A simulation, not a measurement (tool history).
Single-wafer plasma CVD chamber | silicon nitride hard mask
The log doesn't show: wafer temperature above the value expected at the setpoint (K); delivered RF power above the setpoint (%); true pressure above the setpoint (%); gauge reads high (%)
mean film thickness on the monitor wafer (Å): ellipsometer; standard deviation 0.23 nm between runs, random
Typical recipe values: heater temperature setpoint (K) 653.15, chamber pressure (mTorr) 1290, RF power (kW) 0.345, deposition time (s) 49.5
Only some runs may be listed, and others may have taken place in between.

run,hour,heater temperature setpoint (K),chamber pressure (mTorr),RF power (kW),deposition time (s),wafers since the last listed run,hours since the last thermocouple change,hours since the last RF generator calibration,hours since the last manometer calibration,hours since the showerhead was replaced,hours since the gauge calibration,"read-back reference wafer on the same gauge, thickness_nm",mean film thickness on the monitor wafer (Å)
1,0,653.15,1290,0.345,49.5,0,1762.1,1554.9,1745.2,5132.3,406.1,47.127,533.82
2,29.9,653.15,1290,0.345,49.5,629,1792,1584.8,1775.1,5162.2,436,47.168,532.41
3,118.2,653.15,1290,0.345,49.5,1859,1880.3,1673.1,1863.4,5250.5,524.3,47.217,530
4,144.7,653.15,1290,0.345,49.5,558,1906.8,1699.6,1889.9,5277,550.8,47.205,534.88
5,162.9,653.15,1290,0.345,49.5,383,1925,1717.8,1908.1,5295.2,569,47.242,534.53
6,181.6,653.15,1290,0.375,49.5,393,1943.7,1736.5,1926.8,5313.9,587.7,47.183,566.77
7,217.2,653.15,1290,0.375,49.5,749,1979.3,1772.1,1962.4,5349.5,623.3,47.195,564.93
8,242.8,653.15,1290,0.375,49.5,539,2004.9,1797.7,1988,5375.1,648.9,47.215,560.52
9,265.3,653.15,1290,0.345,49.5,473,2027.4,1820.2,2010.5,5397.6,671.4,47.246,529.76
10,284.6,653.15,1290,0.345,49.5,406,2046.7,1839.5,2029.8,5416.9,690.7,47.167,528.15
11,299.5,653.15,1290,0.345,49.5,313,2061.6,1854.4,2044.7,5431.8,705.6,47.203,536.51
12,313.9,649.15,1200,0.345,49.5,303,2076,1868.8,2059.1,5446.2,720,47.145,515.07
13,327.4,646.15,1290,0.345,49.5,284,2089.5,1882.3,2072.6,5459.7,733.5,47.233,535.53
14,344.6,653.15,1290,0.345,49.5,362,2106.7,1899.5,2089.8,5476.9,750.7,47.198,529.88
15,384.9,653.15,1290,0.345,49.5,848,2147,1939.8,2130.1,5517.2,791,47.222,530.58
16,410.5,639.15,1290,0.41,55.9,539,2172.6,1965.4,2155.7,5542.8,816.6,47.171,673.9
17,422.7,642.15,1490,0.345,57.6,256,2184.8,1977.6,2167.9,5555,828.8,47.22,656.61
18,439.7,642.15,1290,0.31,49.5,358,2201.8,1994.6,2184.9,5572,845.8,47.234,495.6
# hour 449.5: thermocouple changed; heater temperature recalibrated
# hour 463.8: gauge calibrated
19,464.5,653.15,1290,0.345,49.5,353,15,2019.4,2209.7,5596.8,0.7,47.252,526.82
20,476.9,667.15,1290,0.395,55.6,261,27.4,2031.8,2222.1,5609.2,13.1,47.234,643.66

Predict the results of run 21:
21,496.4,653.15,1290,0.3,43.1,410,46.9,2051.3,2241.6,5628.7,32.6,?,?

read-back reference wafer on the same gauge, thickness_nm: 47.246
mean film thickness on the monitor wafer (Å): 418.56
Take away the tool's hidden state, keep the run-to-run variation as it was, and the same run would have given mean film thickness on the monitor wafer (Å) 444.82.
